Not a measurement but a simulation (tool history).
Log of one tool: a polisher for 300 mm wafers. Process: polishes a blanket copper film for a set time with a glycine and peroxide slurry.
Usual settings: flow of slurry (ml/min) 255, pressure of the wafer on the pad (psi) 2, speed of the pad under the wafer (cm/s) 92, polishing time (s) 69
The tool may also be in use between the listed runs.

run,hour,flow of slurry (ml/min),pressure of the wafer on the pad (psi),speed of the pad under the wafer (cm/s),polishing time (s),wafers since the last listed run,wafers polished on this pad,hours since the slurry nozzle was cleaned,hours since the head pressure was calibrated,"incoming thickness of the incoming film, nm",film removed (Å)
1,0,280,1.6,92,69,0,4162,163.7,1345.2,1487.9,2644
# hour 51.6: head pressure recalibrated
# hour 75.9: worn pad replaced by a new one
2,93.1,280,1.6,92,69,507,99,256.8,41.5,1474.6,2592
3,197.3,255,2,108,69,607,707,361,145.7,1457,3289
4,295.6,255,2,108,69,573,1280,459.3,244,1454.8,3223
5,387.6,255,2,108,69,536,1816,551.3,336,1462.6,3276
6,472.2,255,2,72,69,493,2310,635.9,420.6,1490,2594
7,544.9,255,2,72,69,423,2733,708.6,493.3,1492.5,2487
8,582.5,255,2,92,69,219,2953,746.2,530.9,1510.6,2850
9,623.4,255,2,92,69,238,3191,787.1,571.8,1463.6,2823
# hour 688.9: slurry nozzle cleaned
# hour 718.7: worn pad replaced by a new one
10,719.2,255,2,92,69,529,2,30.3,667.6,1466.6,3089
11,811.8,255,2,92,69,539,542,122.9,760.2,1494.2,3131
12,886.7,255,2,92,69,436,979,197.8,835.1,1499.5,3063
13,962,255,2,92,69,438,1418,273.1,910.4,1480.8,3037
14,1214.6,255,2,92,50,1472,2890,525.7,1163,1460.8,2196
15,1252.1,255,2,92,50,218,3109,563.2,1200.5,1488.2,2097
16,1289.7,255,2,92,50,219,3328,600.8,1238.1,1483.9,2163
17,1343.1,255,2,92,69,311,3639,654.2,1291.5,1462.3,2911
18,1393.9,255,2,92,69,296,3936,705,1342.3,1479.1,2895
# hour 1431.2: head pressure recalibrated
# hour 1447.8: slurry nozzle cleaned
19,1448.2,220,2.5,92,69,299,4235,0.4,17,1465.8,3592
# hour 1502.4: worn pad replaced by a new one
20,1502.9,320,1.6,74,69,295,2,55.1,71.7,1478.4,2354
21,1575.1,255,2,92,69,420,423,127.3,143.9,1487.3,3115
22,1650.1,255,2,92,69,437,860,202.3,218.9,1480.3,3073
23,1712.4,200,1.8,70,53,363,1224,264.6,281.2,1495.1,1885
24,1770.3,255,2,92,82,337,1561,322.5,339.1,1471.9,3701
25,1825.2,255,2,92,69,320,1881,377.4,394,1493.2,3067
26,1901.1,255,2,92,69,442,2324,453.3,469.9,1494.8,3049
27,2000.2,255,2,92,69,577,2901,552.4,569,1503.5,2994
28,2106.7,255,2,92,69,620,3522,658.9,675.5,1476.2,2972
29,2160.7,190,2,92,61,314,3837,712.9,729.5,1483.9,2439
# hour 2209.1: slurry nozzle cleaned
# hour 2247.3: worn pad replaced by a new one
30,2405.4,305,2,104,69,1397,921,196.3,974.2,1469.1,3363
31,2499.8,205,2.6,118,81,550,1472,290.7,1068.6,1471,4915
32,2567.7,330,2.2,76,90,395,1868,358.6,1136.5,1474.1,4044
# hour 2627.2: head pressure recalibrated
33,2808.4,345,1.5,112,69,1391,3259,599.3,181.2,1503.4,2719
34,2911.3,255,2,92,58,599,3859,702.2,284.1,1478,2503
# hour 2927.1: worn pad replaced by a new one
35,2964.8,255,2.3,92,51,288,219,755.7,337.6,1489.7,2339
# hour 2980.4: slurry nozzle cleaned
36,3045,195,2,108,69,461,681,64.6,417.8,1466.3,3258
37,3143.3,305,2.5,62,90,573,1254,162.9,516.1,1467.2,3971

Forecast each of these 3 alternatives for the next run:
A,3143.7,255,2.6,92,69,2,1256,163.3,516.5,1482.6,?
B,3143.7,330,2,92,82,2,1256,163.3,516.5,1482.6,?
C,3143.7,175,2,62,48,2,1256,163.3,516.5,1482.6,?

run,film removed (Å)
A,3733
B,3714
C,1645
Without the tool's hidden state the same runs would have given:
run,film removed (Å)
A,3749
B,3726
C,1656

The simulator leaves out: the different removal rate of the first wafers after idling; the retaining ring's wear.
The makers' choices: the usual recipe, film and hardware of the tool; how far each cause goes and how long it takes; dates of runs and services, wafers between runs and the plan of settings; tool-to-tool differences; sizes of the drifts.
